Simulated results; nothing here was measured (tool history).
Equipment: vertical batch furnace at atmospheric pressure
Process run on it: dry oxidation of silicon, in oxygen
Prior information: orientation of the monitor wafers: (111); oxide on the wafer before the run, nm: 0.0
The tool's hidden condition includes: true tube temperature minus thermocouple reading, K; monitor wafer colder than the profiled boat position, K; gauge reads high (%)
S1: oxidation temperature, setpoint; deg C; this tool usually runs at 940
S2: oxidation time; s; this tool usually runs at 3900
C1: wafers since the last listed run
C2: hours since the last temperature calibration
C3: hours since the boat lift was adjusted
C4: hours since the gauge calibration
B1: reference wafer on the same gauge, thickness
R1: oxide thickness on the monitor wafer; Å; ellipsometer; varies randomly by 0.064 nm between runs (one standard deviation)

run,day,S1,S2,C1,C2,C3,C4,B1,R1
1,0,940,3900,0,2109,1941.2,98.7,48.9,429.5
2,0.279,940,3900,76,2115.7,1947.9,105.4,48.91,428.7
3,0.592,940,3900,85,2123.2,1955.4,112.9,48.94,430.4
4,1.238,924,3000,176,2138.7,1970.9,128.4,48.96,310.3
5,1.779,940,3900,148,2151.7,1983.9,141.4,48.96,429.4
6,2.408,940,3900,172,2166.8,1999,156.5,49,429.2
7,2.821,940,3900,112,2176.7,2008.9,166.4,49,429.2
8,3.538,940,2760,196,2193.9,2026.1,183.6,49.02,338.6
9,3.992,940,2760,124,2204.8,2037,194.5,49.05,339.7
10,4.329,933,2730,92,2212.9,2045.1,202.6,49.05,316.3
# day 5.617: thermocouples replaced and temperature profile calibrated
# day 5.8: boat lift adjusted
11,5.821,962,3000,83,4.9,0.5,238.4,49.11,432.2
# day 5.95: gauge calibrated
12,5.983,950,3900,44,8.8,4.4,0.8,48.78,465.6
13,6.146,940,3900,44,12.7,8.3,4.7,48.77,427.7
14,6.308,940,2760,44,16.6,12.2,8.6,48.77,337.7
15,6.617,959,5310,84,24,19.6,16,48.78,619.1
16,7.033,940,3900,114,34,29.6,26,48.78,428
17,7.438,940,3900,110,43.7,39.3,35.7,48.81,428.9
18,8.133,953,3900,190,60.4,56,52.4,48.83,477.6
19,8.462,932,3090,90,68.3,63.9,60.3,48.85,339.5

Each row is a separate what-if for the run after 19, all from the same tool condition, not one after another. Results?
A,8.629,940,3900,45,72.3,67.9,64.3,?,?
B,8.629,915,2490,45,72.3,67.9,64.3,?,?
C,8.629,965,3900,45,72.3,67.9,64.3,?,?
D,8.629,959,5700,45,72.3,67.9,64.3,?,?
E,8.629,920,5430,45,72.3,67.9,64.3,?,?

run,B1,R1
A,48.85,427.9
B,48.85,249
C,48.85,527.1
D,48.85,650.4
E,48.85,449.1
Without the tool's hidden state the same runs would have given:
run,R1
A,427.4
B,248.7
C,526.5
D,649.7
E,448.6
